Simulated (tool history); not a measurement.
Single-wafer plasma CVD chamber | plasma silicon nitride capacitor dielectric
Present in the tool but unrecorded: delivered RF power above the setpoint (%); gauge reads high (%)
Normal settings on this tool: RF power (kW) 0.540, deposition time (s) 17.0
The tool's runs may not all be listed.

run,hour,RF power (kW),deposition time (s),wafers since the last listed run,hours since the last RF generator calibration,hours since the showerhead was replaced,hours since the gauge calibration,"read-back reference wafer on the same gauge, thickness_nm",mean film thickness on the monitor wafer (Å)
1,0.0,0.540,17.0,0,2299.6,2973.7,224.1,31.815,271.19
2,20.4,0.540,17.0,852,2320.0,2994.1,244.5,31.892,270.30
3,47.3,0.465,17.0,1123,2346.9,3021.0,271.4,31.926,255.22
4,83.1,0.465,17.0,1495,2382.7,3056.8,307.2,31.998,254.86
5,108.9,0.540,17.0,1077,2408.5,3082.6,333.0,32.015,272.60
6,126.8,0.540,17.0,747,2426.4,3100.5,350.9,32.016,272.70
7,154.4,0.540,17.0,1153,2454.0,3128.1,378.5,32.055,271.88
8,174.4,0.540,14.6,835,2474.0,3148.1,398.5,32.116,233.33
9,196.9,0.540,14.6,940,2496.5,3170.6,421.0,32.074,232.68
10,212.8,0.540,14.6,664,2512.4,3186.5,436.9,32.145,234.08
11,273.6,0.540,19.2,2540,2573.2,3247.3,497.7,32.120,307.53
12,290.5,0.540,19.2,706,2590.1,3264.2,514.6,32.160,308.28
# hour 329.9: RF generator calibrated
13,367.5,0.540,19.2,2882,37.6,3341.2,591.6,32.158,310.40
14,397.3,0.540,17.0,1245,67.4,3371.0,621.4,32.210,272.81
15,415.7,0.540,17.0,768,85.8,3389.4,639.8,32.209,272.82
16,441.8,0.540,17.0,1090,111.9,3415.5,665.9,32.195,272.06
17,464.7,0.540,17.0,956,134.8,3438.4,688.8,32.209,272.78
18,497.2,0.540,17.0,1357,167.3,3470.9,721.3,32.230,273.19
# hour 502.5: gauge calibrated
# hour 508.4: showerhead replaced
19,517.9,0.540,17.0,530,188.0,9.5,15.4,31.227,265.31
20,551.3,0.465,14.6,1395,221.4,42.9,48.8,31.368,214.45
21,567.5,0.625,16.1,676,237.6,59.1,65.0,31.452,267.60
22,589.1,0.625,13.8,902,259.2,80.7,86.6,31.477,230.68
23,601.5,0.540,17.0,518,271.6,93.1,99.0,31.475,267.10
24,630.3,0.540,17.0,1203,300.4,121.9,127.8,31.606,267.88
25,645.9,0.460,13.7,651,316.0,137.5,143.4,31.623,202.36
26,670.3,0.600,18.4,1019,340.4,161.9,167.8,31.669,304.10
27,697.4,0.615,13.9,1132,367.5,189.0,194.9,31.760,232.86
28,713.1,0.600,14.0,655,383.2,204.7,210.6,31.765,231.50
29,744.7,0.610,20.1,1320,414.8,236.3,242.2,31.829,336.36
30,765.4,0.500,20.2,864,435.5,257.0,262.9,31.896,312.06
31,790.6,0.615,13.9,1052,460.7,282.2,288.1,31.879,232.97
32,820.7,0.625,18.0,1257,490.8,312.3,318.2,31.933,304.28
33,853.0,0.540,19.3,1349,523.1,344.6,350.5,31.997,307.08
34,882.1,0.640,19.4,1215,552.2,373.7,379.6,32.013,332.45

Hidden condition of the tool, last listed run before each entry between runs versus first listed run after:
Between runs 12 and 13: RF generator calibrated (hour 329.9)
  gauge reads high (%): 3.04 -> 3.17
  measured result minus the result with no hidden state, mean film thickness on the monitor wafer (Å): +9.09 -> +9.54
Between runs 18 and 19: gauge calibrated (hour 502.5); showerhead replaced (hour 508.4)
  gauge reads high (%): 3.32 -> 0.185
  measured result minus the result with no hidden state, mean film thickness on the monitor wafer (Å): +8.78 -> +0.49

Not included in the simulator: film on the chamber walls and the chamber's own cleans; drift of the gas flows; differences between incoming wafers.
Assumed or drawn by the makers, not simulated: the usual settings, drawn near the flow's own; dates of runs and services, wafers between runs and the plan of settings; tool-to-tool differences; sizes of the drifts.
